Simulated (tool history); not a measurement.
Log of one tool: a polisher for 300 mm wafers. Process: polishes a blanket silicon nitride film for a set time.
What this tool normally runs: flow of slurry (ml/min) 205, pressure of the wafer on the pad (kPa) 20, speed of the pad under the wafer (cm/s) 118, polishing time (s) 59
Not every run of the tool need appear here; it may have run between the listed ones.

run,day,flow of slurry (ml/min),pressure of the wafer on the pad (kPa),speed of the pad under the wafer (cm/s),polishing time (s),"incoming thickness of the incoming film, nm",film removed (angstrom)
1,0,205,20,118,59,952,792
2,0.946,205,20,118,59,952,771
# day 1.208: worn pad replaced by a new one
3,2.208,205,20,118,59,951.4,785
4,2.508,205,15.9,118,59,950.7,628
5,3,205,15.9,118,59,958.4,636
6,3.7,205,20,118,59,939.9,779
# day 4.079: head pressure recalibrated
7,4.162,205,20,118,59,946.7,782
# day 4.333: worn pad replaced by a new one
8,4.433,205,20,118,59,956.6,806
9,5.033,205,20,92,59,944.6,649
10,5.533,205,20,118,59,948.2,791
11,5.9,205,20,118,59,933.4,792
12,6.312,205,20,118,59,951.6,778
13,6.7,205,17.2,118,59,954.5,681
# day 7.35: worn pad replaced by a new one
14,7.371,205,20,118,59,956.7,816
# day 7.538: slurry nozzle cleaned
15,7.629,205,20,118,59,965.2,807
16,8.117,230,20,118,59,954.7,813
17,8.612,145,17.2,106,72,960.6,722
18,8.971,225,20,86,59,935.3,621
# day 10.692: worn pad replaced by a new one
19,10.712,205,20,118,59,961.9,798
20,11.121,205,13.8,150,59,945.9,666
21,11.821,205,22.1,118,59,937.3,878
22,12.204,205,20,118,39,970.4,516
23,12.642,205,20,118,59,937.1,771
24,13.183,205,20,118,59,956.3,786

Forecast each of these 4 alternatives for the next run:
A,13.2,205,20,134,59,947.7,?
B,13.2,230,20,146,46,947.7,?
C,13.2,145,26.2,78,59,947.7,?
D,13.2,205,20,118,68,947.7,?

run,film removed (angstrom)
A,859
B,726
C,698
D,898
The same runs, with their run-to-run variation unchanged, on a tool lacking any hidden condition would have given:
run,film removed (angstrom)
A,905
B,765
C,736
D,946
